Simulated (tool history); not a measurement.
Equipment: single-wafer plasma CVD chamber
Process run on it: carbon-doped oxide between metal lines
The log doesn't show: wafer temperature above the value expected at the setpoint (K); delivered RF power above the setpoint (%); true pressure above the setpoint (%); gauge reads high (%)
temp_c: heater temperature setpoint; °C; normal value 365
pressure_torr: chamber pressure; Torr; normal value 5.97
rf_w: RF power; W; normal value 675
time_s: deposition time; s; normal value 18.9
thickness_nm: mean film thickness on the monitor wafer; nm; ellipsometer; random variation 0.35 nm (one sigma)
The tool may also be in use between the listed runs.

run	hour	temp_c	pressure_torr	rf_w	time_s	wafers since the last listed run	hours since the last thermocouple change	hours since the last RF generator calibration	hours since the last manometer calibration	hours since the showerhead was replaced	hours since the gauge calibration	read-back reference wafer on the same gauge, thickness_nm	thickness_nm
1	0.0	365	5.97	675	18.9	0	571.9	1139.9	385.4	222.9	2630.2	101.917	120.697
2	52.4	365	5.97	675	18.9	1243	624.3	1192.3	437.8	275.3	2682.6	102.037	120.914
3	112.5	374	5.97	675	18.9	1426	684.4	1252.4	497.9	335.4	2742.7	101.974	118.738
4	170.7	374	5.97	675	18.9	1381	742.6	1310.6	556.1	393.6	2800.9	102.015	118.590
5	272.7	374	5.97	675	18.9	2420	844.6	1412.6	658.1	495.6	2902.9	102.006	118.541
# hour 380.4: RF generator calibrated
6	380.9	369	7.14	675	18.9	2377	952.8	0.5	766.3	603.8	3011.1	101.966	120.582
7	446.1	374	5.97	675	18.9	1547	1018.0	65.7	831.5	669.0	3076.3	101.995	117.868
8	494.3	372	6.51	770	18.9	1143	1066.2	113.9	879.7	717.2	3124.5	102.046	130.911
9	564.2	377	5.45	675	18.9	1658	1136.1	183.8	949.6	787.1	3194.4	102.077	116.853
10	606.4	365	4.63	585	18.9	1001	1178.3	226.0	991.8	829.3	3236.6	102.041	106.974
11	699.9	361	5.97	675	18.9	2218	1271.8	319.5	1085.3	922.8	3330.1	101.964	121.134
# hour 763.6: gauge calibrated
12	832.6	365	5.97	675	18.9	3148	1404.5	452.2	1218.0	1055.5	69.0	102.017	119.690
13	889.6	365	5.97	675	18.9	1352	1461.5	509.2	1275.0	1112.5	126.0	102.006	120.070
14	990.7	365	5.97	675	18.9	2399	1562.6	610.3	1376.1	1213.6	227.1	102.018	120.054
# hour 1151.3: thermocouple changed; heater temperature recalibrated
# hour 1161.5: capacitance manometer re-zeroed and calibrated
15	1253.0	356	5.97	675	18.9	5844	101.7	872.6	91.5	1475.9	489.4	102.084	123.703
16	1359.0	376	5.97	675	18.9	2515	207.7	978.6	197.5	1581.9	595.4	101.965	118.214
17	1451.9	376	5.97	800	18.9	2204	300.6	1071.5	290.4	1674.8	688.3	101.992	132.177
18	1511.7	375	5.97	565	18.9	1419	360.4	1131.3	350.2	1734.6	748.1	101.988	105.003
19	1608.0	365	5.97	590	15.8	2285	456.7	1227.6	446.5	1830.9	844.4	101.999	92.504
20	1659.9	365	5.97	675	18.9	1231	508.6	1279.5	498.4	1882.8	896.3	101.995	120.716
21	1731.7	365	5.97	675	18.9	1703	580.4	1351.3	570.2	1954.6	968.1	101.993	120.720
22	1805.2	370	6.44	605	20.9	1744	653.9	1424.8	643.7	2028.1	1041.6	102.049	123.466
23	1874.5	365	5.97	675	18.9	1644	723.2	1494.1	713.0	2097.4	1110.9	101.971	121.108
24	1933.7	372	6.51	770	18.9	1404	782.4	1553.3	772.2	2156.6	1170.1	102.103	130.322
25	1971.6	374	5.97	675	18.9	899	820.3	1591.2	810.1	2194.5	1208.0	101.983	118.098
26	2015.3	365	5.97	675	17.6	1036	864.0	1634.9	853.8	2238.2	1251.7	101.939	112.055
27	2081.7	371	5.97	615	16.0	1575	930.4	1701.3	920.2	2304.6	1318.1	102.037	94.818
# hour 2115.4: RF generator calibrated
28	2167.5	352	5.33	675	18.9	1846	1016.2	52.1	1006.0	2390.4	1403.9	101.938	123.087

Some steps in thickness_nm, run to run, broken into two amounts with sign: the step expected even without the hidden condition (settings, incoming material, random variation), and the rest, left for the hidden condition together with whatever gauge scatter is not in both the measured and the hidden-condition-free result:
Run 14 -> 15: temp_c 365 -> 356, thermocouple changed; heater temperature recalibrated, capacitance manometer re-zeroed and calibrated. thickness_nm +3.649 nm: hidden state +1.075, all else +2.574.
Run 19 -> 20: rf_w 590 -> 675, time_s 15.8 -> 18.9. thickness_nm +28.212 nm: hidden state -0.125, all else +28.337.
Run 27 -> 28: temp_c 371 -> 352, pressure_torr 5.97 -> 5.33, rf_w 615 -> 675, time_s 16.0 -> 18.9, RF generator calibrated. thickness_nm +28.269 nm: hidden state -0.396, all else +28.665.
